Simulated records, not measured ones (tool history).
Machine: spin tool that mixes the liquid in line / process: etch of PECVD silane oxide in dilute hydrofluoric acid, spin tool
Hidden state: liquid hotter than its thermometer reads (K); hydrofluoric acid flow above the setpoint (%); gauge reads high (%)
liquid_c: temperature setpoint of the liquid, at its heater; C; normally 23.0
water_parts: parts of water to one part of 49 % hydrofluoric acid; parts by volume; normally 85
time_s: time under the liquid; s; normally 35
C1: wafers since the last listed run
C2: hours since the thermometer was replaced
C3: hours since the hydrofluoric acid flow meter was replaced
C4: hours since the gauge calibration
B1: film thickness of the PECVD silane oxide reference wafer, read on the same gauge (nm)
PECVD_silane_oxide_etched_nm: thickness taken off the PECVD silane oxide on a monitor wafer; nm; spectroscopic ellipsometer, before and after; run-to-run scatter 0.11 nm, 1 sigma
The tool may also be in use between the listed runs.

Run 1, hour 0.0: usual settings but time_s 25 s; C1 0; C2 2214.6; C3 292.2; C4 147.2; B1 59.96. Result: PECVD_silane_oxide_etched_nm 10.16 nm.
Run 2, hour 16.0: usual settings but liquid_c 25.5 C; C1 196; C2 2230.6; C3 308.2; C4 163.2; B1 60.00. Result: PECVD_silane_oxide_etched_nm 15.75 nm.
Run 3, hour 26.3: usual settings but liquid_c 25.5 C; C1 126; C2 2240.9; C3 318.5; C4 173.5; B1 59.99. Result: PECVD_silane_oxide_etched_nm 15.76 nm.
Run 4, hour 33.7: usual settings but water_parts 65 parts by volume; C1 90; C2 2248.3; C3 325.9; C4 180.9; B1 60.00. Result: PECVD_silane_oxide_etched_nm 19.15 nm.
Run 5, hour 71.0: usual settings but water_parts 65 parts by volume; C1 457; C2 2285.6; C3 363.2; C4 218.2; B1 59.98. Result: PECVD_silane_oxide_etched_nm 19.49 nm.
Run 6, hour 77.1: usual settings but water_parts 60 parts by volume, time_s 25 s; C1 74; C2 2291.7; C3 369.3; C4 224.3; B1 60.01. Result: PECVD_silane_oxide_etched_nm 15.07 nm.
Run 7, hour 94.1: usual settings but water_parts 60 parts by volume, time_s 25 s; C1 208; C2 2308.7; C3 386.3; C4 241.3; B1 60.02. Result: PECVD_silane_oxide_etched_nm 14.99 nm.
Run 8, hour 111.1: usual settings; C1 208; C2 2325.7; C3 403.3; C4 258.3; B1 60.03. Result: PECVD_silane_oxide_etched_nm 14.69 nm.
At hour 118.7: gauge calibrated.
Run 9, hour 124.6: usual settings; C1 165; C2 2339.2; C3 416.8; C4 5.9; B1 59.98. Result: PECVD_silane_oxide_etched_nm 14.66 nm.
Run 10, hour 138.3: usual settings but time_s 30 s; C1 168; C2 2352.9; C3 430.5; C4 19.6; B1 60.00. Result: PECVD_silane_oxide_etched_nm 12.55 nm.
Run 11, hour 153.0: usual settings but time_s 30 s; C1 180; C2 2367.6; C3 445.2; C4 34.3; B1 59.97. Result: PECVD_silane_oxide_etched_nm 12.53 nm.
Run 12, hour 163.8: usual settings; C1 132; C2 2378.4; C3 456.0; C4 45.1; B1 59.98. Result: PECVD_silane_oxide_etched_nm 14.78 nm.
At hour 170.8: hydrofluoric acid flow meter replaced.
At hour 172.0: thermometer replaced.
Run 13, hour 172.5: usual settings but time_s 15 s; C1 82; C2 0.5; C3 1.7; C4 53.8; B1 60.01. Result: PECVD_silane_oxide_etched_nm 5.47 nm.
Run 14, hour 181.7: usual settings; C1 112; C2 9.7; C3 10.9; C4 63.0; B1 60.02. Result: PECVD_silane_oxide_etched_nm 12.60 nm.

What will run 15 give?
Run 15, hour 188.9: usual settings but liquid_c 26.5 C, time_s 55 s; C1 88; C2 16.9; C3 18.1; C4 70.2; B1 ?. Result: PECVD_silane_oxide_etched_nm ?.

B1: 60.06
PECVD_silane_oxide_etched_nm: 22.79 nm
Were there no unlogged condition in the tool, this run, its random variation unchanged, would have produced PECVD_silane_oxide_etched_nm 22.54 nm.
